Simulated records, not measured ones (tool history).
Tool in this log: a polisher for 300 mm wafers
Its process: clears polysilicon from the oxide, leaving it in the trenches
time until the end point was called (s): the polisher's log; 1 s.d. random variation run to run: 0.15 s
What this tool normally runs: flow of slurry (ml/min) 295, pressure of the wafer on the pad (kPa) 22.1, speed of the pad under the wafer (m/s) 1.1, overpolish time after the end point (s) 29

| run | hour | flow of slurry (ml/min) | pressure of the wafer on the pad (kPa) | speed of the pad under the wafer (m/s) | overpolish time after the end point (s) | wafers since the last listed run | wafers polished on this pad | hours since the slurry nozzle was cleaned | hours since the head pressure was calibrated | incoming thickness of the incoming film, nm | time until the end point was called (s) |
|---|---|---|---|---|---|---|---|---|---|---|---|
| 1 | 0 | 295 | 22.1 | 1.1 | 29 | 0 | 1273 | 308.8 | 1484 | 411.2 | 18.6 |
|  | 10.9 | worn pad replaced by a new one |
| 2 | 11.4 | 295 | 22.1 | 1.1 | 29 | 79 | 4 | 320.2 | 1495.4 | 414.5 | 18.5 |
| 3 | 29.7 | 295 | 22.1 | 1.1 | 29 | 195 | 200 | 338.5 | 1513.7 | 410.9 | 18.2 |
| 4 | 44.8 | 295 | 22.1 | 1.1 | 29 | 161 | 362 | 353.6 | 1528.8 | 401.8 | 18.3 |
| 5 | 58.7 | 295 | 22.1 | 1.1 | 29 | 148 | 510 | 367.5 | 1542.7 | 407.9 | 18.5 |
| 6 | 67.7 | 295 | 22.1 | 1.1 | 29 | 96 | 607 | 376.5 | 1551.7 | 412.3 | 18.6 |
| 7 | 81.4 | 295 | 27.6 | 0.8 | 29 | 146 | 753 | 390.2 | 1565.4 | 417.6 | 19.9 |
| 8 | 92.7 | 295 | 27.6 | 0.8 | 29 | 120 | 874 | 401.5 | 1576.7 | 402.5 | 19.3 |
|  | 106.6 | head pressure recalibrated |
| 9 | 122.7 | 295 | 27.6 | 0.8 | 29 | 299 | 1174 | 431.5 | 16.1 | 410.5 | 19.7 |
| 10 | 134 | 295 | 22.1 | 1.1 | 29 | 120 | 1295 | 442.8 | 27.4 | 410.9 | 18.7 |
|  | 138.3 | worn pad replaced by a new one |
|  | 139.9 | slurry nozzle cleaned |
| 11 | 142.1 | 390 | 22.1 | 0.96 | 44 | 33 | 29 | 2.2 | 35.5 | 410.6 | 21 |
| 12 | 152.4 | 295 | 22.1 | 1.1 | 29 | 110 | 139 | 12.5 | 45.8 | 413.6 | 19.7 |
| 13 | 165.8 | 250 | 17.2 | 1.44 | 24 | 143 | 283 | 25.9 | 59.2 | 403.5 | 20.4 |
|  | 170.3 | slurry nozzle cleaned, repeated, since the last time left the tool worse |
| 14 | 180.1 | 210 | 22.1 | 1.1 | 42 | 142 | 425 | 9.8 | 73.5 | 409.5 | 18.6 |
| 15 | 188.5 | 295 | 27.6 | 1.22 | 29 | 89 | 515 | 18.2 | 81.9 | 406.4 | 12.7 |
| 16 | 201.8 | 295 | 20 | 1.42 | 29 | 142 | 657 | 31.5 | 95.2 | 412.7 | 15.7 |
| 17 | 219.3 | 295 | 22.1 | 1.36 | 34 | 187 | 844 | 49 | 112.7 | 410.7 | 14.7 |
| 18 | 228.6 | 355 | 19.3 | 1.1 | 22 | 99 | 944 | 58.3 | 122 | 414.2 | 20.4 |

Forecast each of these 4 alternatives for the next run:
| A | 229 | 295 | 22.1 | 1.1 | 24 | 4 | 948 | 58.7 | 122.4 | 409.4 | ? |
| B | 229 | 330 | 22.1 | 0.74 | 29 | 4 | 948 | 58.7 | 122.4 | 409.4 | ? |
| C | 229 | 225 | 16.5 | 0.94 | 29 | 4 | 948 | 58.7 | 122.4 | 409.4 | ? |
| D | 229 | 390 | 29.6 | 1.1 | 29 | 4 | 948 | 58.7 | 122.4 | 409.4 | ? |

| run | time until the end point was called (s) |
|---|---|
| A | 18.2 |
| B | 25.5 |
| C | 28.9 |
| D | 13.1 |
Stripped of hidden state, with their random variation kept, the same runs would have yielded:
| run | time until the end point was called (s) |
|---|---|
| A | 17.9 |
| B | 25.1 |
| C | 28.3 |
| D | 13 |
